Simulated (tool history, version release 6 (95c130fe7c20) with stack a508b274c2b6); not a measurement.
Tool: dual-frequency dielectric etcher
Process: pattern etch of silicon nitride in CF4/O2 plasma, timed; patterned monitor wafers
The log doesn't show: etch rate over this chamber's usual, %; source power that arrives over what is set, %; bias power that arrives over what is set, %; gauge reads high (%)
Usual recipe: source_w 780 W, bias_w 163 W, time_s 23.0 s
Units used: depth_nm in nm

run,hour,source_w,bias_w,time_s,wafers since the last listed run,hours since the last wet clean,hours since the last source power generator calibration,hours since the last bias power generator calibration,hours since the last upper electrode change,hours since the gauge calibration,"read-back reference wafer on the same gauge, depth_nm",depth_nm
1,0.0,710,163,23.0,0,449.6,2256.2,1561.2,4716.2,48.0,63.1,61.4
2,15.8,780,163,23.0,175,465.4,2272.0,1577.0,4732.0,63.8,63.2,66.6
3,32.0,780,163,23.0,180,481.6,2288.2,1593.2,4748.2,80.0,63.2,66.5
# hour 59.5: upper electrode replaced
4,60.0,920,163,23.0,44,509.6,2316.2,1621.2,0.5,108.0,63.2,77.0
5,60.3,920,163,23.0,3,509.9,2316.5,1621.5,0.8,108.3,63.2,77.1
# hour 67.1: source power generator calibrated
# hour 89.5: bias power generator calibrated
# hour 91.2: wet clean of the chamber
6,91.7,920,163,23.0,241,0.5,24.6,2.2,32.2,139.7,63.1,81.2
7,92.0,780,181,23.0,3,0.8,24.9,2.5,32.5,140.0,63.2,72.7
8,92.3,780,163,19.5,3,1.1,25.2,2.8,32.8,140.3,63.2,58.8
9,106.2,780,163,23.0,154,15.0,39.1,16.7,46.7,154.2,63.3,69.5
10,117.3,780,163,26.0,123,26.1,50.2,27.8,57.8,165.3,63.2,79.0
# hour 128.1: gauge calibrated
11,132.2,910,196,28.0,165,41.0,65.1,42.7,72.7,4.1,63.2,105.0
12,145.9,720,146,26.0,152,54.7,78.8,56.4,86.4,17.8,63.2,70.0
13,162.9,670,203,20.5,189,71.7,95.8,73.4,103.4,34.8,63.2,58.9
14,179.9,670,203,20.5,189,88.7,112.8,90.4,120.4,51.8,63.1,58.5

For some of the steps in depth_nm from one run to the next: how much would appear even if the tool had no hidden state, given the settings, what came in and random variation, and how much remains for the hidden state plus any gauge scatter that the measured result and the result without hidden state don't share?
Run 5 -> 6: source power generator calibrated, bias power generator calibrated, wet clean of the chamber. depth_nm +4.1 nm: hidden state +4.0, all else +0.1.
Run 11 -> 12: source_w 910 -> 720, bias_w 196 -> 146, time_s 28.0 -> 26.0. depth_nm -35.0 nm: hidden state +0.3, all else -35.3.
